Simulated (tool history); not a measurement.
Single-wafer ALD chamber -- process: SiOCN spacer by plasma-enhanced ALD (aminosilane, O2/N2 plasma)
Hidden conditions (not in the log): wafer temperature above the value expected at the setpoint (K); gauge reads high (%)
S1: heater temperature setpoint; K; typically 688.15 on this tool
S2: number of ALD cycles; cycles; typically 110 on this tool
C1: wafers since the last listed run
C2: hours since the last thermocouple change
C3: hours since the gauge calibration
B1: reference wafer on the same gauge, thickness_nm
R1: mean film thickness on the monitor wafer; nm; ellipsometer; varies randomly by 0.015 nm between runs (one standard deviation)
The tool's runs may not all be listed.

Run 1, day 0.000: usual settings but S1 693.15 K; C1 0; C2 2490.6; C3 162.4; B1 6.903. Result: R1 6.022 nm.
Run 2, day 0.483: usual settings but S1 693.15 K; C1 39; C2 2502.2; C3 174.0; B1 6.903. Result: R1 6.022 nm.
Run 3, day 0.975: usual settings but S1 693.15 K; C1 40; C2 2514.0; C3 185.8; B1 6.899. Result: R1 6.001 nm.
Run 4, day 1.629: usual settings but S2 103 cycles; C1 53; C2 2529.7; C3 201.5; B1 6.899. Result: R1 5.717 nm.
Run 5, day 2.250: usual settings but S2 103 cycles; C1 50; C2 2544.6; C3 216.4; B1 6.892. Result: R1 5.720 nm.
Run 6, day 2.662: usual settings but S1 680.15 K; C1 33; C2 2554.5; C3 226.3; B1 6.904. Result: R1 6.223 nm.
Run 7, day 2.967: usual settings but S1 680.15 K; C1 24; C2 2561.8; C3 233.6; B1 6.902. Result: R1 6.249 nm.
Run 8, day 3.346: usual settings but S1 680.15 K, S2 117 cycles; C1 31; C2 2570.9; C3 242.7; B1 6.901. Result: R1 6.624 nm.
At day 3.404: gauge calibrated.
Run 9, day 3.875: usual settings but S1 683.15 K, S2 118 cycles; C1 43; C2 2583.6; C3 11.3; B1 6.896. Result: R1 6.600 nm.
Run 10, day 4.146: usual settings but S2 103 cycles; C1 22; C2 2590.1; C3 17.8; B1 6.906. Result: R1 5.734 nm.
At day 4.596: thermocouple changed; heater temperature recalibrated.
Run 11, day 4.617: usual settings but S1 699.15 K, S2 117 cycles; C1 11; C2 0.5; C3 29.1; B1 6.902. Result: R1 6.261 nm.
Run 12, day 5.192: usual settings; C1 47; C2 14.3; C3 42.9; B1 6.898. Result: R1 6.076 nm.
Run 13, day 5.896: usual settings but S1 675.15 K, S2 128 cycles; C1 57; C2 31.2; C3 59.8; B1 6.908. Result: R1 7.323 nm.
Run 14, day 6.329: usual settings but S1 694.15 K; C1 35; C2 41.6; C3 70.2; B1 6.901. Result: R1 6.014 nm.
Run 15, day 7.879: usual settings but S1 701.15 K, S2 102 cycles; C1 126; C2 78.8; C3 107.4; B1 6.902. Result: R1 5.472 nm.

What the log doesn't show, run by run:
wafer temperature above the value expected at the setpoint (K): 0 across all the runs
gauge reads high (%): 0 across all the runs

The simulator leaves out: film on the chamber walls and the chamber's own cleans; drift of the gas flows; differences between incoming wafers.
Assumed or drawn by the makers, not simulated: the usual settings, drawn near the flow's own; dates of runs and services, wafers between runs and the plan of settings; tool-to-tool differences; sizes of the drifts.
